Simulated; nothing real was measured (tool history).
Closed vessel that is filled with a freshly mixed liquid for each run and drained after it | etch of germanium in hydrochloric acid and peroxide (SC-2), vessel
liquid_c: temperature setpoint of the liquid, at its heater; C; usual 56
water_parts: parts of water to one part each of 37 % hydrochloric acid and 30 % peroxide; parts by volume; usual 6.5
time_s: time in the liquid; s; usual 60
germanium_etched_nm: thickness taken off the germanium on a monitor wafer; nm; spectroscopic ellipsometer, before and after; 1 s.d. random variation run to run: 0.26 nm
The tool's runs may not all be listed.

| run | hour | liquid_c | water_parts | time_s | wafers since the last listed run | hours since the thermometer was replaced | hours since the chemicals flow meter was replaced | hours since the drum of peroxide was connected | hours since the gauge calibration | read-back film thickness of the germanium reference wafer, read on the same gauge (nm) | germanium_etched_nm |
|---|---|---|---|---|---|---|---|---|---|---|---|
| 1 | 0 | 56 | 6.5 | 60 | 0 | 1028.5 | 168 | 256.1 | 1024.1 | 50.04 | 130.36 |
| 2 | 48.9 | 56 | 6.5 | 60 | 3180 | 1077.4 | 216.9 | 305 | 1073 | 50 | 129.99 |
| 3 | 138.6 | 56 | 6.5 | 60 | 5833 | 1167.1 | 306.6 | 394.7 | 1162.7 | 49.98 | 130.54 |
|  | 295.8 | chemicals flow meter replaced |
| 4 | 400.6 | 49.5 | 6.5 | 60 | 16975 | 1429.1 | 104.8 | 656.7 | 1424.7 | 49.97 | 106.25 |
| 5 | 437.1 | 49.5 | 6.5 | 60 | 2373 | 1465.6 | 141.3 | 693.2 | 1461.2 | 49.98 | 106.09 |
| 6 | 520.9 | 49 | 6.5 | 60 | 5450 | 1549.4 | 225.1 | 777 | 1545 | 50.01 | 104.56 |
| 7 | 562.8 | 49 | 6.5 | 60 | 2725 | 1591.3 | 267 | 818.9 | 1586.9 | 49.98 | 104.9 |
| 8 | 613.6 | 56 | 6.5 | 60 | 3303 | 1642.1 | 317.8 | 869.7 | 1637.7 | 50 | 129.48 |
|  | 677.6 | thermometer replaced |
| 9 | 717.2 | 56 | 6.5 | 60 | 6672 | 39.6 | 421.4 | 973.3 | 1741.3 | 49.98 | 127.86 |
| 10 | 803.8 | 61.5 | 6.5 | 60 | 5632 | 126.2 | 508 | 1059.9 | 1827.9 | 50.01 | 150.27 |
|  | 868.7 | chemicals flow meter replaced |
| 11 | 903.2 | 61.5 | 6.5 | 60 | 6399 | 225.6 | 34.5 | 1159.3 | 1927.3 | 50 | 150.61 |
|  | 936.8 | new drum of peroxide connected |
|  | 1052.6 | gauge calibrated |
| 12 | 1061.1 | 51.5 | 8.5 | 60 | 10204 | 383.5 | 192.4 | 124.3 | 8.5 | 49.96 | 109.74 |
| 13 | 1119.1 | 56 | 6.5 | 85 | 3772 | 441.5 | 250.4 | 182.3 | 66.5 | 49.96 | 182.89 |
| 14 | 1206.3 | 56 | 6.5 | 60 | 5671 | 528.7 | 337.6 | 269.5 | 153.7 | 49.95 | 128.51 |
| 15 | 1301.8 | 56 | 8 | 30 | 6211 | 624.2 | 433.1 | 365 | 249.2 | 49.98 | 63.58 |
| 16 | 1387.9 | 56 | 6.5 | 30 | 5599 | 710.3 | 519.2 | 451.1 | 335.3 | 49.98 | 64.25 |
| 17 | 1461.3 | 61 | 4.5 | 60 | 4773 | 783.7 | 592.6 | 524.5 | 408.7 | 49.99 | 152 |
|  | 1469 | chemicals flow meter replaced |
| 18 | 1524.6 | 60 | 6.5 | 30 | 4051 | 847 | 55.6 | 587.8 | 472 | 49.95 | 72.86 |
| 19 | 1617.7 | 62.5 | 6.5 | 60 | 6055 | 940.1 | 148.7 | 680.9 | 565.1 | 50.01 | 157.13 |
| 20 | 1692.6 | 60.5 | 6.5 | 60 | 4871 | 1015 | 223.6 | 755.8 | 640 | 49.99 | 147.77 |
| 21 | 1731.5 | 56 | 6.5 | 60 | 2530 | 1053.9 | 262.5 | 794.7 | 678.9 | 50.02 | 129.43 |
| 22 | 1825.1 | 53 | 4 | 75 | 6087 | 1147.5 | 356.1 | 888.3 | 772.5 | 50.02 | 149.3 |

Consider 4 possible next runs. They are alternatives, not a sequence: every one starts from the tool as it was left by run 22. What does each give?
| A | 1825.8 | 56 | 4 | 60 | 45 | 1148.2 | 356.8 | 889 | 773.2 | ? | ? |
| B | 1825.8 | 48 | 4.5 | 30 | 45 | 1148.2 | 356.8 | 889 | 773.2 | ? | ? |
| C | 1825.8 | 56 | 7.5 | 60 | 45 | 1148.2 | 356.8 | 889 | 773.2 | ? | ? |
| D | 1825.8 | 56 | 4.5 | 60 | 45 | 1148.2 | 356.8 | 889 | 773.2 | ? | ? |

| run | read-back film thickness of the germanium reference wafer, read on the same gauge (nm) | germanium_etched_nm |
|---|---|---|
| A | 50 | 131.44 |
| B | 50 | 50.87 |
| C | 50 | 127.75 |
| D | 50 | 131.1 |
The same runs, with their run-to-run variation unchanged, on a tool lacking any hidden condition would have given:
| run | germanium_etched_nm |
|---|---|
| A | 130.49 |
| B | 50.47 |
| C | 127.43 |
| D | 130.24 |
